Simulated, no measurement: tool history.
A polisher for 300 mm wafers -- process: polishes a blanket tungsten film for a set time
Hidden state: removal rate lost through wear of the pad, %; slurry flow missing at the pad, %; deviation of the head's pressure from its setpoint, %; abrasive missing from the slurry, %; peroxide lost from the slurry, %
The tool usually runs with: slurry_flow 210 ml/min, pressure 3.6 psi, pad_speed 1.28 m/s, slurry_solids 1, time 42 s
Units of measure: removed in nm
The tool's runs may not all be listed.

run     day  slurry_flow  pressure  pad_speed  slurry_solids  time  wafers since the last listed run  wafers polished on this pad  hours since the slurry nozzle was cleaned  hours since the head pressure was calibrated  hours since the slurry blender was calibrated  hours since the slurry got fresh peroxide  incoming thickness of the incoming film, nm  removed
  1       0          210       3.6       1.28              1    42                                 0                           70                                      225.5                                         608.1                                           59.3                                         47                                       1329.7    216.3
  2   0.329          210       3.6       1.28              1    42                                52                          122                                      233.4                                           616                                           67.2                                       54.9                                       1356.2    216.2
      1.229  -- slurry tank refilled with fresh slurry and peroxide
      1.838  -- slurry blender recalibrated
  3   1.975          210       3.6       1.28              1    42                               242                          364                                      272.9                                         655.5                                            3.3                                       17.9                                         1321    224.3
  4   2.671          210       3.6       1.28              1    42                               110                          475                                      289.6                                         672.2                                             20                                       34.6                                       1346.9    216.1
  5   3.596          210       3.6       1.28              1    42                               147                          622                                      311.8                                         694.4                                           42.2                                       56.8                                       1343.2    212.7
      4.233  -- slurry tank refilled with fresh slurry and peroxide
  6   4.254          210       3.6       1.28              1    42                                98                          721                                      327.6                                         710.2                                             58                                        0.5                                       1360.4    232.1
  7   4.583          165       3.6       1.28              1    42                                52                          773                                      335.5                                         718.1                                           65.9                                        8.4                                       1333.5    217.1
      5.179  -- worn pad replaced by a new one
      5.246  -- head pressure recalibrated
  8   5.267          165       3.6       1.28              1    42                                71                            3                                      351.9                                           0.5                                           82.3                                       24.8                                       1362.3    208.9
  9   5.754          210       3.6       1.28              1    42                                77                           80                                      363.6                                          12.2                                             94                                       36.5                                         1354      213
      5.967  -- slurry blender recalibrated
 10   6.442          210       3.6       1.46              1    42                                96                          177                                      380.1                                          28.7                                           11.4                                         53                                       1350.3    232.1
 11   7.067          210       3.6       1.46              1    42                                99                          276                                      395.1                                          43.7                                           26.4                                         68                                       1343.1    234.8
      7.367  -- slurry tank refilled with fresh slurry and peroxide
 12   7.404          210       3.6       1.28              1    42                                47                          323                                      403.2                                          51.8                                           34.5                                        0.9                                         1333    224.8
 13   7.771          210       3.6       1.28              1    42                                58                          382                                        412                                          60.6                                           43.3                                        9.7                                         1355    222.2
      7.967  -- slurry nozzle cleaned
 14   8.325          210       3.6       1.28              1    42                                81                          463                                        8.6                                          73.9                                           56.6                                         23                                       1359.4    217.2
 15   8.796          210         3       1.62              1    42                                74                          538                                       19.9                                          85.2                                           67.9                                       34.3                                       1380.6    205.9
 16   9.225          135       3.6       1.28              1    42                                68                          607                                       30.2                                          95.5                                           78.2                                       44.6                                       1353.6    194.9
 17   9.708          260       3.6       1.42              1    42                                76                          684                                       41.8                                         107.1                                           89.8                                       56.2                                       1343.7    232.4
     10.104  -- slurry tank refilled with fresh slurry and peroxide
     10.367  -- slurry blender recalibrated
     10.375  -- worn pad replaced by a new one
 18  10.388          260       3.6       1.28              1    42                                86                            2                                       58.1                                         123.4                                            0.5                                        6.8                                       1380.9    236.3
 19  10.971          210       3.6       1.28              1    55                                92                           95                                       72.1                                         137.4                                           14.5                                       20.8                                       1346.6    290.4
 20  11.638          155       3.6       1.28              1    42                               106                          201                                       88.1                                         153.4                                           30.5                                       36.8                                         1358    206.7
 21  12.029          210       3.1       1.64              1    42                                62                          263                                       97.5                                         162.8                                           39.9                                       46.2                                       1334.5    218.4
 22  12.438          210       3.6       1.28              1    42                                65                          328                                      107.3                                         172.6                                           49.7                                         56                                       1340.7    215.6
     13.062  -- slurry tank refilled with fresh slurry and peroxide
 23  13.083          210       3.6       1.28              1    42                                96                          425                                      122.8                                         188.1                                           65.2                                        0.5                                       1357.1    225.1
 24  13.312          210       3.6       1.28           0.75    42                                36                          461                                      128.3                                         193.6                                           70.7                                          6                                       1353.8    199.8
 25  14.058          210       3.6       1.28            0.9    28                               118                          580                                      146.2                                         211.5                                           88.6                                       23.9                                       1338.4    136.5

Below are 5 alternative next runs, each starting from the tool's condition after run 25. Predict each:
  A  14.075          210       3.6       1.28              1    42                                 2                          582                                      146.6                                         211.9                                             89                                       24.3                                       1345.9        ?
  B  14.075          210       3.6       1.28              1    56                                 2                          582                                      146.6                                         211.9                                             89                                       24.3                                       1345.9        ?
  C  14.075          210       3.6       1.28              1    28                                 2                          582                                      146.6                                         211.9                                             89                                       24.3                                       1345.9        ?
  D  14.075          210       3.6       1.04              1    42                                 2                          582                                      146.6                                         211.9                                             89                                       24.3                                       1345.9        ?
  E  14.075          255       4.3       1.28            0.8    57                                 2                          582                                      146.6                                         211.9                                             89                                       24.3                                       1345.9        ?

run  removed
  A      217
  B    289.3
  C    144.6
  D    192.5
  E    334.1
The same runs, with their run-to-run variation unchanged, on a tool lacking any hidden condition would have given:
run  removed
  A    229.7
  B    306.2
  C    153.1
  D    203.8
  E    353.7
